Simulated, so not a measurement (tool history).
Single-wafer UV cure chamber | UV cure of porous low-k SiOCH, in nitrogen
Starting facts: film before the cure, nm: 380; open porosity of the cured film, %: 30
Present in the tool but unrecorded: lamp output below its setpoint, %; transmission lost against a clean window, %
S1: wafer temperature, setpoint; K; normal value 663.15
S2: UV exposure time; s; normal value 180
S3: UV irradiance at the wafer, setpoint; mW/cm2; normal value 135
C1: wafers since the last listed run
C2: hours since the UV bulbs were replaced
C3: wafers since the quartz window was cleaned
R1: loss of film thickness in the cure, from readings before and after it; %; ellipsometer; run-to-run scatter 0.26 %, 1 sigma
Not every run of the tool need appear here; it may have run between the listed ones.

Run 1, day 0: usual settings; C1 0; C2 1416.5; C3 2891. Result: R1 13.855 %.
At day 0.088: quartz window cleaned.
Run 2, day 0.471: usual settings; C1 85; C2 1427.8; C3 85. Result: R1 14.614 %.
Run 3, day 0.821: usual settings; C1 77; C2 1436.2; C3 162. Result: R1 15.246 %.
Run 4, day 1.112: usual settings; C1 64; C2 1443.2; C3 227. Result: R1 15.137 %.
Run 5, day 1.688: usual settings; C1 127; C2 1457; C3 355. Result: R1 14.794 %.
Run 6, day 2.392: usual settings; C1 156; C2 1473.9; C3 511. Result: R1 14.812 %.
Run 7, day 2.671: usual settings; C1 62; C2 1480.6; C3 573. Result: R1 14.881 %.
Run 8, day 3.408: usual settings but S2 115 s, S3 111 mW/cm2; C1 163; C2 1498.3; C3 737. Result: R1 10.986 %.
Run 9, day 3.679: usual settings but S2 115 s, S3 111 mW/cm2; C1 60; C2 1504.8; C3 797. Result: R1 10.873 %.
Run 10, day 3.946: usual settings but S1 674.15 K, S2 150 s; C1 59; C2 1511.2; C3 856. Result: R1 13.797 %.
Run 11, day 4.621: usual settings; C1 149; C2 1527.4; C3 1006. Result: R1 14.115 %.
Run 12, day 4.967: usual settings but S2 100 s; C1 76; C2 1535.7; C3 1083. Result: R1 10.918 %.
Run 13, day 5.621: usual settings but S2 100 s; C1 145; C2 1551.4; C3 1228. Result: R1 11.501 %.
Run 14, day 5.979: usual settings; C1 79; C2 1560; C3 1308. Result: R1 13.988 %.
Run 15, day 6.367: usual settings but S1 654.15 K, S2 240 s; C1 86; C2 1569.3; C3 1394. Result: R1 15.911 %.
Run 16, day 6.633: usual settings but S1 654.15 K, S2 240 s; C1 59; C2 1575.7; C3 1453. Result: R1 15.408 %.
Run 17, day 7.071: usual settings; C1 97; C2 1586.2; C3 1551. Result: R1 14.358 %.
Run 18, day 7.367: usual settings; C1 65; C2 1593.3; C3 1616. Result: R1 13.646 %.
Run 19, day 7.783: usual settings; C1 92; C2 1603.3; C3 1709. Result: R1 14.397 %.
Run 20, day 8.446: usual settings but S1 670.15 K; C1 147; C2 1619.2; C3 1856. Result: R1 14.729 %.
Run 21, day 8.758: usual settings but S1 670.15 K; C1 69; C2 1626.7; C3 1925. Result: R1 13.883 %.
Run 22, day 9.092: usual settings but S1 647.15 K, S2 125 s, S3 122 mW/cm2; C1 74; C2 1634.7; C3 1999. Result: R1 11.6 %.
Run 23, day 9.796: usual settings but S1 670.15 K; C1 156; C2 1651.6; C3 2156. Result: R1 14.441 %.
Run 24, day 10.258: usual settings but S1 674.15 K, S2 150 s; C1 102; C2 1662.7; C3 2259. Result: R1 13.152 %.
Run 25, day 10.583: usual settings but S1 674.15 K, S2 245 s, S3 118 mW/cm2; C1 72; C2 1670.5; C3 2331. Result: R1 15.422 %.
Run 26, day 10.967: usual settings; C1 85; C2 1679.7; C3 2416. Result: R1 14.02 %.
Run 27, day 11.646: usual settings but S1 674.15 K, S2 245 s, S3 118 mW/cm2; C1 150; C2 1696; C3 2567. Result: R1 15.761 %.
Run 28, day 12.262: usual settings; C1 136; C2 1710.8; C3 2704. Result: R1 13.937 %.
Run 29, day 12.962: usual settings but S1 674.15 K, S2 220 s, S3 124 mW/cm2; C1 155; C2 1727.6; C3 2859. Result: R1 15.132 %.
Run 30, day 13.65: usual settings but S1 645.15 K; C1 152; C2 1744.1; C3 3012. Result: R1 13.581 %.
Run 31, day 14.979: usual settings but S2 250 s; C1 295; C2 1776; C3 3307. Result: R1 15.672 %.
At day 15.521: UV bulbs replaced.
At day 15.642: quartz window cleaned.
Run 32, day 15.662: usual settings; C1 50; C2 3.4; C3 4. Result: R1 15.103 %.
Run 33, day 15.85: usual settings; C1 41; C2 7.9; C3 46. Result: R1 15.666 %.
Run 34, day 16.246: usual settings but S2 140 s, S3 96 mW/cm2; C1 87; C2 17.4; C3 133. Result: R1 11.762 %.
Run 35, day 16.658: usual settings but S1 654.15 K, S2 150 s; C1 91; C2 27.3; C3 225. Result: R1 14.175 %.

Run 36 is up next; what results do you expect?
Run 36, day 17.104: usual settings but S1 644.15 K, S3 169 mW/cm2; C1 99; C2 38; C3 324. Result: R1 ?.

Run 36 yielded R1 15.956 %.
The same run, on a tool lacking any hidden state, would have yielded R1 16.3 %.

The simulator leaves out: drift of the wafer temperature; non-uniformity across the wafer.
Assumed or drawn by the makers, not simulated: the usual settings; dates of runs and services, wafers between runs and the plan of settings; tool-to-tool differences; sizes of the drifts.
